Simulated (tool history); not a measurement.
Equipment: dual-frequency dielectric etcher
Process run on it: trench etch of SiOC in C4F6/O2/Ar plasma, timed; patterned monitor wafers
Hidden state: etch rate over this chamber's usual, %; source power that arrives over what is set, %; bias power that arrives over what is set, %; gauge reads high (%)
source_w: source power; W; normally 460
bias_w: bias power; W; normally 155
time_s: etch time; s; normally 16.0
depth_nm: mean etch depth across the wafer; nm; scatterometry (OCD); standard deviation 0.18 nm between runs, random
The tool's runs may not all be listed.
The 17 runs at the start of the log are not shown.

run	hour	source_w	bias_w	time_s	wafers since the last listed run	hours since the last wet clean	hours since the last source power generator calibration	hours since the last bias power generator calibration	hours since the last upper electrode change	hours since the gauge calibration	read-back reference wafer on the same gauge, depth_nm	depth_nm
18	1006.9	460	155	16.0	557	456.5	390.9	1674.4	970.9	819.1	31.33	30.49
# hour 1011.2: bias power generator calibrated
# hour 1042.4: wet clean of the chamber
19	1173.5	430	133	19.5	3029	131.1	557.5	162.3	1137.5	985.7	31.42	34.72
20	1209.0	570	155	16.0	775	166.6	593.0	197.8	1173.0	1021.2	31.37	34.54
21	1241.2	460	128	16.0	703	198.8	625.2	230.0	1205.2	1053.4	31.50	28.97
22	1283.9	460	155	16.0	933	241.5	667.9	272.7	1247.9	1096.1	31.48	31.24
23	1349.8	400	170	12.0	1440	307.4	733.8	338.6	1313.8	1162.0	31.38	22.42
24	1383.9	460	155	11.5	745	341.5	767.9	372.7	1347.9	1196.1	31.47	22.33
25	1450.0	460	170	16.0	1444	407.6	834.0	438.8	1414.0	1262.2	31.49	31.89

Run 26, settings as shown, results not yet in. Your forecast:
26	1485.1	520	155	19.5	767	442.7	869.1	473.9	1449.1	1297.3	?	?

Logged for run 26: read-back reference wafer on the same gauge, depth_nm 31.60, depth_nm 40.45 nm.
Without the tool's hidden state the same run would have given depth_nm 40.02 nm.
